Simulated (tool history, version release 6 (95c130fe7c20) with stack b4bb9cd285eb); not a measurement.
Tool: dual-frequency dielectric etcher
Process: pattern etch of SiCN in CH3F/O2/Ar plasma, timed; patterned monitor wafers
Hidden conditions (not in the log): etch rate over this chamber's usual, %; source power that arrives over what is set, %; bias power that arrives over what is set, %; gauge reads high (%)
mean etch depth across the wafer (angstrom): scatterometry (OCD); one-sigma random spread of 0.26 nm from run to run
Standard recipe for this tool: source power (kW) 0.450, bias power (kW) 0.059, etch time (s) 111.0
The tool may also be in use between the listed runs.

run,day,source power (kW),bias power (kW),etch time (s),wafers since the last listed run,hours since the last wet clean,hours since the last source power generator calibration,hours since the last bias power generator calibration,hours since the last upper electrode change,hours since the gauge calibration,"read-back reference wafer on the same gauge, depth_nm",mean etch depth across the wafer (angstrom)
1,0.000,0.390,0.059,111.0,0,251.7,3650.1,5157.4,0.5,2308.5,38.42,379.9
2,1.883,0.390,0.059,111.0,516,296.9,3695.3,5202.6,45.7,2353.7,38.49,378.7
3,4.708,0.450,0.059,111.0,774,364.7,3763.1,5270.4,113.5,2421.5,38.41,401.6
# day 5.142: bias power generator calibrated
4,6.983,0.450,0.059,111.0,577,419.3,3817.7,44.2,168.1,2476.1,38.37,398.1
5,8.654,0.450,0.059,111.0,457,459.4,3857.8,84.3,208.2,2516.2,38.32,397.6
6,9.683,0.450,0.059,83.0,281,484.1,3882.5,109.0,232.9,2540.9,38.28,298.6
7,11.621,0.450,0.065,111.0,530,530.6,3929.0,155.5,279.4,2587.4,38.23,411.0
# day 14.992: wet clean of the chamber
8,15.012,0.450,0.059,111.0,655,0.5,4010.4,236.9,360.8,2668.8,38.18,400.2
# day 15.088: gauge calibrated
9,15.892,0.450,0.059,111.0,240,21.6,4031.5,258.0,381.9,19.3,40.45,422.7
10,17.525,0.370,0.064,111.0,447,60.8,4070.7,297.2,421.1,58.5,40.39,400.6
11,19.367,0.500,0.059,101.5,504,105.0,4114.9,341.4,465.3,102.7,40.38,401.1
12,24.496,0.450,0.059,111.0,1405,228.1,4238.0,464.5,588.4,225.8,40.31,418.8
13,26.092,0.540,0.074,144.0,437,266.4,4276.3,502.8,626.7,264.1,40.22,617.8
14,28.892,0.530,0.059,140.0,767,333.6,4343.5,570.0,693.9,331.3,40.23,562.4
15,30.483,0.360,0.059,111.0,436,371.8,4381.7,608.2,732.1,369.5,40.16,383.7
16,31.867,0.420,0.064,78.0,379,405.0,4414.9,641.4,765.3,402.7,40.09,295.1

The next listed run, before its measurement:
17,34.800,0.450,0.059,111.0,803,475.4,4485.3,711.8,835.7,473.1,?,?

Run 17 produced read-back reference wafer on the same gauge, depth_nm 40.05, mean etch depth across the wafer (angstrom) 420.9.
With the hidden condition absent and the run-to-run variation left alone, this run would have shown mean etch depth across the wafer (angstrom) 426.8.
